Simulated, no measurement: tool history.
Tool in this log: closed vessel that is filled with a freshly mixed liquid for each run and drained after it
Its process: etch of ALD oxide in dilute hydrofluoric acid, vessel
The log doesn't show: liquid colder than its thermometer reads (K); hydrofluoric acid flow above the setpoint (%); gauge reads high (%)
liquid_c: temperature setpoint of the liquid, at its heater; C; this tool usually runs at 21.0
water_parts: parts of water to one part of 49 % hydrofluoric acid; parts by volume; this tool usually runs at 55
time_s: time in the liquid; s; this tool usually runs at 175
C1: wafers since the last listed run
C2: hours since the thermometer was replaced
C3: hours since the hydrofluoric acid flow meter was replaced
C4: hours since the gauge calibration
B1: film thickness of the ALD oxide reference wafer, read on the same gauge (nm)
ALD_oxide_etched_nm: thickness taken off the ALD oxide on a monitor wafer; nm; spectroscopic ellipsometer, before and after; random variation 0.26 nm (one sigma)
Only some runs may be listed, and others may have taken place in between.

run 1 hour=0.0 | liquid_c=21.0 water_parts=55 time_s=175 | C1=0 C2=2134.4 C3=391.3 C4=85.0 | B1=50.13 | ALD_oxide_etched_nm=30.16
-- hour=58.1 thermometer replaced
run 2 hour=58.6 | liquid_c=21.0 water_parts=55 time_s=175 | C1=4850 C2=0.5 C3=449.9 C4=143.6 | B1=50.18 | ALD_oxide_etched_nm=29.94
-- hour=238.7 hydrofluoric acid flow meter replaced
run 3 hour=245.6 | liquid_c=21.0 water_parts=55 time_s=175 | C1=15662 C2=187.5 C3=6.9 C4=330.6 | B1=50.02 | ALD_oxide_etched_nm=29.98
run 4 hour=287.5 | liquid_c=21.0 water_parts=55 time_s=175 | C1=3528 C2=229.4 C3=48.8 C4=372.5 | B1=49.97 | ALD_oxide_etched_nm=30.11
run 5 hour=327.0 | liquid_c=21.0 water_parts=55 time_s=175 | C1=3326 C2=268.9 C3=88.3 C4=412.0 | B1=49.97 | ALD_oxide_etched_nm=29.77
run 6 hour=395.4 | liquid_c=24.0 water_parts=55 time_s=175 | C1=5759 C2=337.3 C3=156.7 C4=480.4 | B1=49.93 | ALD_oxide_etched_nm=34.15
run 7 hour=463.5 | liquid_c=24.0 water_parts=55 time_s=175 | C1=5734 C2=405.4 C3=224.8 C4=548.5 | B1=49.79 | ALD_oxide_etched_nm=34.27
run 8 hour=488.5 | liquid_c=24.0 water_parts=55 time_s=175 | C1=2105 C2=430.4 C3=249.8 C4=573.5 | B1=49.76 | ALD_oxide_etched_nm=33.95
run 9 hour=554.7 | liquid_c=24.0 water_parts=65 time_s=270 | C1=5574 C2=496.6 C3=316.0 C4=639.7 | B1=49.58 | ALD_oxide_etched_nm=42.71
run 10 hour=598.6 | liquid_c=21.0 water_parts=55 time_s=175 | C1=3696 C2=540.5 C3=359.9 C4=683.6 | B1=49.58 | ALD_oxide_etched_nm=29.44
run 11 hour=626.1 | liquid_c=19.5 water_parts=75 time_s=175 | C1=2315 C2=568.0 C3=387.4 C4=711.1 | B1=49.47 | ALD_oxide_etched_nm=19.96
run 12 hour=691.2 | liquid_c=21.0 water_parts=55 time_s=175 | C1=5481 C2=633.1 C3=452.5 C4=776.2 | B1=49.38 | ALD_oxide_etched_nm=29.37
run 13 hour=743.9 | liquid_c=21.0 water_parts=80 time_s=240 | C1=4437 C2=685.8 C3=505.2 C4=828.9 | B1=49.25 | ALD_oxide_etched_nm=26.71
-- hour=757.5 hydrofluoric acid flow meter replaced
run 14 hour=791.9 | liquid_c=24.5 water_parts=55 time_s=175 | C1=3957 C2=733.8 C3=34.4 C4=876.9 | B1=49.12 | ALD_oxide_etched_nm=34.24
run 15 hour=853.6 | liquid_c=21.0 water_parts=55 time_s=175 | C1=5195 C2=795.5 C3=96.1 C4=938.6 | B1=48.98 | ALD_oxide_etched_nm=29.45
run 16 hour=919.6 | liquid_c=21.0 water_parts=55 time_s=175 | C1=5557 C2=861.5 C3=162.1 C4=1004.6 | B1=48.81 | ALD_oxide_etched_nm=29.67
run 17 hour=980.3 | liquid_c=21.0 water_parts=75 time_s=220 | C1=5111 C2=922.2 C3=222.8 C4=1065.3 | B1=48.66 | ALD_oxide_etched_nm=26.32
run 18 hour=1018.4 | liquid_c=21.0 water_parts=55 time_s=110 | C1=3208 C2=960.3 C3=260.9 C4=1103.4 | B1=48.50 | ALD_oxide_etched_nm=18.22
run 19 hour=1055.6 | liquid_c=21.0 water_parts=70 time_s=215 | C1=3132 C2=997.5 C3=298.1 C4=1140.6 | B1=48.45 | ALD_oxide_etched_nm=27.30
run 20 hour=1086.7 | liquid_c=24.5 water_parts=65 time_s=105 | C1=2618 C2=1028.6 C3=329.2 C4=1171.7 | B1=48.31 | ALD_oxide_etched_nm=16.75
run 21 hour=1150.1 | liquid_c=23.5 water_parts=55 time_s=270 | C1=5338 C2=1092.0 C3=392.6 C4=1235.1 | B1=48.08 | ALD_oxide_etched_nm=49.75
-- hour=1237.9 gauge calibrated
-- hour=1268.9 hydrofluoric acid flow meter replaced
run 22 hour=1331.1 | liquid_c=19.0 water_parts=80 time_s=175 | C1=15157 C2=1273.0 C3=62.2 C4=93.2 | B1=49.87 | ALD_oxide_etched_nm=18.29
run 23 hour=1362.8 | liquid_c=21.0 water_parts=35 time_s=105 | C1=2669 C2=1304.7 C3=93.9 C4=124.9 | B1=49.85 | ALD_oxide_etched_nm=28.53
run 24 hour=1412.9 | liquid_c=18.0 water_parts=55 time_s=175 | C1=4218 C2=1354.8 C3=144.0 C4=175.0 | B1=49.82 | ALD_oxide_etched_nm=26.33
run 25 hour=1589.1 | liquid_c=19.0 water_parts=35 time_s=265 | C1=14837 C2=1531.0 C3=320.2 C4=351.2 | B1=49.70 | ALD_oxide_etched_nm=66.32
run 26 hour=1640.6 | liquid_c=24.0 water_parts=55 time_s=240 | C1=4336 C2=1582.5 C3=371.7 C4=402.7 | B1=49.63 | ALD_oxide_etched_nm=45.91
run 27 hour=1675.4 | liquid_c=24.0 water_parts=35 time_s=250 | C1=2930 C2=1617.3 C3=406.5 C4=437.5 | B1=49.62 | ALD_oxide_etched_nm=78.09
run 28 hour=1739.2 | liquid_c=21.0 water_parts=55 time_s=225 | C1=5372 C2=1681.1 C3=470.3 C4=501.3 | B1=49.53 | ALD_oxide_etched_nm=38.22
run 29 hour=1813.8 | liquid_c=21.0 water_parts=55 time_s=175 | C1=6281 C2=1755.7 C3=544.9 C4=575.9 | B1=49.40 | ALD_oxide_etched_nm=29.30
run 30 hour=1882.5 | liquid_c=21.0 water_parts=55 time_s=175 | C1=5785 C2=1824.4 C3=613.6 C4=644.6 | B1=49.29 | ALD_oxide_etched_nm=29.74
run 31 hour=1917.0 | liquid_c=17.5 water_parts=80 time_s=280 | C1=2905 C2=1858.9 C3=648.1 C4=679.1 | B1=49.22 | ALD_oxide_etched_nm=26.89
-- hour=1918.8 hydrofluoric acid flow meter replaced
run 32 hour=1946.7 | liquid_c=21.0 water_parts=70 time_s=215 | C1=2416 C2=1888.6 C3=27.9 C4=708.8 | B1=49.22 | ALD_oxide_etched_nm=28.14
run 33 hour=1978.1 | liquid_c=21.0 water_parts=30 time_s=175 | C1=2644 C2=1920.0 C3=59.3 C4=740.2 | B1=49.10 | ALD_oxide_etched_nm=55.80

Each row is a separate what-if for the run after 33, all from the same tool condition, not one after another. Results?
run A hour=1978.8 | liquid_c=21.0 water_parts=25 time_s=175 | C1=58 C2=1920.7 C3=60.0 C4=740.9 | B1=? | ALD_oxide_etched_nm=?
run B hour=1978.8 | liquid_c=19.0 water_parts=55 time_s=110 | C1=58 C2=1920.7 C3=60.0 C4=740.9 | B1=? | ALD_oxide_etched_nm=?
run C hour=1978.8 | liquid_c=23.0 water_parts=70 time_s=175 | C1=58 C2=1920.7 C3=60.0 C4=740.9 | B1=? | ALD_oxide_etched_nm=?
run D hour=1978.8 | liquid_c=18.0 water_parts=65 time_s=175 | C1=58 C2=1920.7 C3=60.0 C4=740.9 | B1=? | ALD_oxide_etched_nm=?
run E hour=1978.8 | liquid_c=21.0 water_parts=45 time_s=85 | C1=58 C2=1920.7 C3=60.0 C4=740.9 | B1=? | ALD_oxide_etched_nm=?

run=A B1=49.12 ALD_oxide_etched_nm=67.20
run=B B1=49.12 ALD_oxide_etched_nm=17.00
run=C B1=49.12 ALD_oxide_etched_nm=24.66
run=D B1=49.12 ALD_oxide_etched_nm=21.68
run=E B1=49.12 ALD_oxide_etched_nm=17.69
What these runs would have given with no unlogged condition in the tool:
run=A ALD_oxide_etched_nm=68.40
run=B ALD_oxide_etched_nm=17.30
run=C ALD_oxide_etched_nm=25.10
run=D ALD_oxide_etched_nm=22.06
run=E ALD_oxide_etched_nm=18.00
